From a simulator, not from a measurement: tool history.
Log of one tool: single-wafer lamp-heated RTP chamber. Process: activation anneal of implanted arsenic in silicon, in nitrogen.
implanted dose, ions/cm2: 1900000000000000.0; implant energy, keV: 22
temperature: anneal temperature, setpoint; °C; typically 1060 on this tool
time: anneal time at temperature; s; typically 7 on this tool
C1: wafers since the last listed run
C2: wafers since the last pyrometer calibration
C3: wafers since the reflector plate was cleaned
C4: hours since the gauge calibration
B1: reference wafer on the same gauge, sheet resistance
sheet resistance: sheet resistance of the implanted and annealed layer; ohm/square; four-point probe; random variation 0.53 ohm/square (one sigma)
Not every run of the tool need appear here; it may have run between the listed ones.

{"run": 1, "hour": 0.0, "temperature": 1060, "time": 9, "C1": 0, "C2": 4275, "C3": 9469, "C4": 189.3, "B1": 94.02, "sheet resistance": 86.39}
{"hour": 1.1, "done": "pyrometer window cleaned and pyrometer calibrated"}
{"hour": 60.8, "done": "reflector plate cleaned"}
{"run": 2, "hour": 66.7, "temperature": 1060, "time": 9, "C1": 1103, "C2": 1103, "C3": 113, "C4": 256, "B1": 94, "sheet resistance": 88.19}
{"run": 3, "hour": 104.8, "temperature": 1060, "time": 7, "C1": 730, "C2": 1833, "C3": 843, "C4": 294.1, "B1": 93.83, "sheet resistance": 91.01}
{"run": 4, "hour": 166.4, "temperature": 1060, "time": 7, "C1": 1180, "C2": 3013, "C3": 2023, "C4": 355.7, "B1": 94.01, "sheet resistance": 91.04}
{"run": 5, "hour": 204.2, "temperature": 1048, "time": 7, "C1": 724, "C2": 3737, "C3": 2748, "C4": 393.5, "B1": 93.78, "sheet resistance": 93}
{"hour": 215.5, "done": "pyrometer window cleaned and pyrometer calibrated"}
{"run": 6, "hour": 234.0, "temperature": 1048, "time": 7, "C1": 417, "C2": 353, "C3": 3165, "C4": 423.3, "B1": 94.09, "sheet resistance": 97.13}
{"run": 7, "hour": 302.1, "temperature": 1048, "time": 7, "C1": 1304, "C2": 1658, "C3": 4470, "C4": 491.4, "B1": 93.88, "sheet resistance": 96.77}
{"run": 8, "hour": 345.4, "temperature": 1060, "time": 7, "C1": 829, "C2": 2488, "C3": 5300, "C4": 534.7, "B1": 93.87, "sheet resistance": 91.13}
{"run": 9, "hour": 388.3, "temperature": 1060, "time": 7, "C1": 822, "C2": 3310, "C3": 6122, "C4": 577.6, "B1": 93.81, "sheet resistance": 89.63}
{"run": 10, "hour": 423.5, "temperature": 1060, "time": 7, "C1": 674, "C2": 3984, "C3": 6796, "C4": 612.8, "B1": 93.92, "sheet resistance": 89.54}
{"hour": 462.8, "done": "pyrometer window cleaned and pyrometer calibrated"}
{"run": 11, "hour": 475.5, "temperature": 1068, "time": 7, "C1": 843, "C2": 243, "C3": 7639, "C4": 664.8, "B1": 93.89, "sheet resistance": 90.89}
{"run": 12, "hour": 532.4, "temperature": 1060, "time": 7, "C1": 1090, "C2": 1334, "C3": 8730, "C4": 721.7, "B1": 93.84, "sheet resistance": 91.46}
{"run": 13, "hour": 559.3, "temperature": 1051, "time": 3, "C1": 515, "C2": 1849, "C3": 9245, "C4": 748.6, "B1": 94.08, "sheet resistance": 105.82}
{"run": 14, "hour": 620.3, "temperature": 1036, "time": 4, "C1": 1168, "C2": 3018, "C3": 10414, "C4": 809.6, "B1": 93.88, "sheet resistance": 105.66}
{"run": 15, "hour": 654.3, "temperature": 1070, "time": 4, "C1": 651, "C2": 3669, "C3": 11065, "C4": 843.6, "B1": 93.87, "sheet resistance": 95.35}
{"hour": 670.5, "done": "pyrometer window cleaned and pyrometer calibrated"}
{"hour": 685.8, "done": "reflector plate cleaned"}
{"run": 16, "hour": 692.8, "temperature": 1086, "time": 7, "C1": 431, "C2": 273, "C3": 133, "C4": 882.1, "B1": 93.91, "sheet resistance": 84.06}

Run 17, settings as shown, results not yet in. Your forecast:
{"hour": 716.1, "done": "gauge calibrated"}
{"run": 17, "hour": 718.3, "temperature": 1060, "time": 7, "C1": 488, "C2": 761, "C3": 622, "C4": 2.2, "B1": "?", "sheet resistance": "?"}

{"run 17": {"B1": 93.88, "sheet resistance": 93.14}}
Minus the tool's unlogged condition, the same run would have read sheet resistance 94.54 ohm/square.
